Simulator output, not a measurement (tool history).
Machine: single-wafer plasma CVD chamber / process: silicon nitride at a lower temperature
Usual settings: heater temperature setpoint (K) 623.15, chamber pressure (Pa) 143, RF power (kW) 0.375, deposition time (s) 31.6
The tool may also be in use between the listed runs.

run   hour  heater temperature setpoint (K)  chamber pressure (Pa)  RF power (kW)  deposition time (s)  wafers since the last listed run  hours since the last thermocouple change  hours since the last RF generator calibration  hours since the last manometer calibration  hours since the showerhead was replaced  hours since the gauge calibration  read-back reference wafer on the same gauge, thickness_nm  mean film thickness on the monitor wafer (nm)
  1      0                           623.15                    143          0.375                 28.6                                 0                                    1036.2                                            649                                      2479.5                                   3487.6                              307.8                                                     38.357                                         32.423
      16.4  -- gauge calibrated
  2   35.7                           623.15                    143          0.375                 28.6                               822                                    1071.9                                          684.7                                      2515.2                                   3523.3                               19.3                                                     38.387                                         32.476
  3     59                           623.15                    143          0.375                 28.6                               537                                    1095.2                                            708                                      2538.5                                   3546.6                               42.6                                                      38.41                                         32.116
  4   74.3                           623.15                    143          0.375                 31.6                               352                                    1110.5                                          723.3                                      2553.8                                   3561.9                               57.9                                                     38.436                                         35.539
  5  105.3                           623.15                    143          0.375                 31.6                               714                                    1141.5                                          754.3                                      2584.8                                   3592.9                               88.9                                                     38.383                                         35.691
  6  136.5                           623.15                    143          0.375                 31.6                               719                                    1172.7                                          785.5                                        2616                                   3624.1                              120.1                                                     38.368                                          35.69
  7  160.6                           623.15                    143          0.375                 31.6                               555                                    1196.8                                          809.6                                      2640.1                                   3648.2                              144.2                                                     38.401                                         35.338
  8  191.2                           623.15                    143          0.375                 31.6                               705                                    1227.4                                          840.2                                      2670.7                                   3678.8                              174.8                                                      38.42                                          35.44
  9  216.4                           623.15                    143          0.375                 31.6                               580                                    1252.6                                          865.4                                      2695.9                                     3704                                200                                                     38.484                                          35.13
 10  236.9                           623.15                    143          0.375                 31.6                               472                                    1273.1                                          885.9                                      2716.4                                   3724.5                              220.5                                                     38.419                                         35.144
     249.6  -- RF generator calibrated
 11  253.4                           623.15                    143          0.375                 31.6                               195                                    1289.6                                            3.8                                      2732.9                                     3741                                237                                                     38.362                                         36.506
 12  283.7                           623.15                    143          0.375                 31.6                               698                                    1319.9                                           34.1                                      2763.2                                   3771.3                              267.3                                                     38.423                                         36.623
     309.1  -- capacitance manometer re-zeroed and calibrated
 13  309.6                           613.15                    143          0.335                 27.7                               412                                    1345.8                                             60                                         0.5                                   3797.2                              293.2                                                     38.401                                          28.76
     371.5  -- showerhead replaced
 14  409.3                           623.15                    143          0.375                 28.6                              2113                                    1445.5                                          159.7                                       100.2                                     37.8                              392.9                                                     38.368                                         33.301
     435.5  -- thermocouple changed; heater temperature recalibrated
     442.4  -- gauge calibrated
 15  444.4                           623.15                    143          0.375                 31.6                               624                                       8.9                                          194.8                                       135.3                                     72.9                                  2                                                     38.415                                         36.666
 16  475.3                           623.15                    143          0.375                 31.6                               712                                      39.8                                          225.7                                       166.2                                    103.8                               32.9                                                     38.356                                           36.6
 17  508.5                           608.15                    143           0.33                 31.6                               765                                        73                                          258.9                                       199.4                                      137                               66.1                                                     38.447                                         31.903
 18  537.8                           631.15                    143           0.41                 31.6                               675                                     102.3                                          288.2                                       228.7                                    166.3                               95.4                                                      38.39                                         39.523
 19  570.1                           623.15                    143          0.425                   30                               744                                     134.6                                          320.5                                         261                                    198.6                              127.7                                                     38.359                                         38.611
 20  611.1                           636.15                    115           0.43                 31.6                               945                                     175.6                                          361.5                                         302                                    239.6                              168.7                                                     38.337                                          37.34
 21  634.9                           623.15                    143          0.375                 35.1                               548                                     199.4                                          385.3                                       325.8                                    263.4                              192.5                                                     38.414                                         40.234
 22  659.7                           623.15                    124          0.335                 31.6                               571                                     224.2                                          410.1                                       350.6                                    288.2                              217.3                                                     38.322                                         30.797
 23    687                           612.15                    108          0.375                 35.8                               629                                     251.5                                          437.4                                       377.9                                    315.5                              244.6                                                     38.396                                         36.973
 24  707.1                           623.15                    143          0.375                 26.3                               463                                     271.6                                          457.5                                         398                                    335.6                              264.7                                                     38.415                                         29.999

Below are 3 alternative next runs, each starting from the tool's condition after run 24. Predict each:
  A  707.5                           623.15                    143            0.4                 31.6                                 9                                       272                                          457.9                                       398.4                                      336                              265.1                                                          ?                                              ?
  B  707.5                           637.15                    143          0.375                 31.6                                 9                                       272                                          457.9                                       398.4                                      336                              265.1                                                          ?                                              ?
  C  707.5                           613.15                    143          0.435                 35.4                                 9                                       272                                          457.9                                       398.4                                      336                              265.1                                                          ?                                              ?

run  read-back reference wafer on the same gauge, thickness_nm  mean film thickness on the monitor wafer (nm)
  A                                                     38.388                                           38.5
  B                                                     38.388                                         36.024
  C                                                     38.388                                          46.55
Without the tool's hidden state the same runs would have given:
run  mean film thickness on the monitor wafer (nm)
  A                                         39.095
  B                                          36.62
  C                                          47.27
